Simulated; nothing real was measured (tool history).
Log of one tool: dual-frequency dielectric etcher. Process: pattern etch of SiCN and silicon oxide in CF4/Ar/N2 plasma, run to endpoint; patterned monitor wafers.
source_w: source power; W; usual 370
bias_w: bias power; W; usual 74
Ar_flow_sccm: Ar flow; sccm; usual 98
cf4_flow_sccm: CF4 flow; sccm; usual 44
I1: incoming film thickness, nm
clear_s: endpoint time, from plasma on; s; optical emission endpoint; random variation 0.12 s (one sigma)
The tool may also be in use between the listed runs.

run 1 day=0.000 | source_w=370 bias_w=74 Ar_flow_sccm=85 cf4_flow_sccm=44 | I1=11.68 | clear_s=16.7
-- day=0.717 wet clean of the chamber
run 2 day=7.833 | source_w=370 bias_w=74 Ar_flow_sccm=85 cf4_flow_sccm=44 | I1=11.51 | clear_s=15.9
run 3 day=11.275 | source_w=370 bias_w=74 Ar_flow_sccm=85 cf4_flow_sccm=44 | I1=11.63 | clear_s=16.3
run 4 day=15.029 | source_w=370 bias_w=74 Ar_flow_sccm=98 cf4_flow_sccm=44 | I1=11.59 | clear_s=16.4
-- day=17.500 CF4 flow controller replaced
-- day=17.700 bias power generator calibrated
-- day=18.200 Ar flow controller replaced
run 5 day=18.325 | source_w=370 bias_w=74 Ar_flow_sccm=98 cf4_flow_sccm=44 | I1=11.56 | clear_s=16.6
-- day=21.004 wet clean of the chamber
run 6 day=21.704 | source_w=370 bias_w=74 Ar_flow_sccm=98 cf4_flow_sccm=44 | I1=11.54 | clear_s=16.0
run 7 day=25.338 | source_w=370 bias_w=74 Ar_flow_sccm=98 cf4_flow_sccm=44 | I1=11.70 | clear_s=16.3
run 8 day=27.858 | source_w=370 bias_w=74 Ar_flow_sccm=98 cf4_flow_sccm=44 | I1=11.48 | clear_s=16.2
run 9 day=31.488 | source_w=370 bias_w=74 Ar_flow_sccm=116 cf4_flow_sccm=44 | I1=11.66 | clear_s=16.7

The next listed run, before its measurement:
run 10 day=34.354 | source_w=450 bias_w=74 Ar_flow_sccm=81 cf4_flow_sccm=44 | I1=11.58 | clear_s=?

clear_s: 13.1 s
Without the tool's hidden state the same run would have given clear_s 12.7 s.
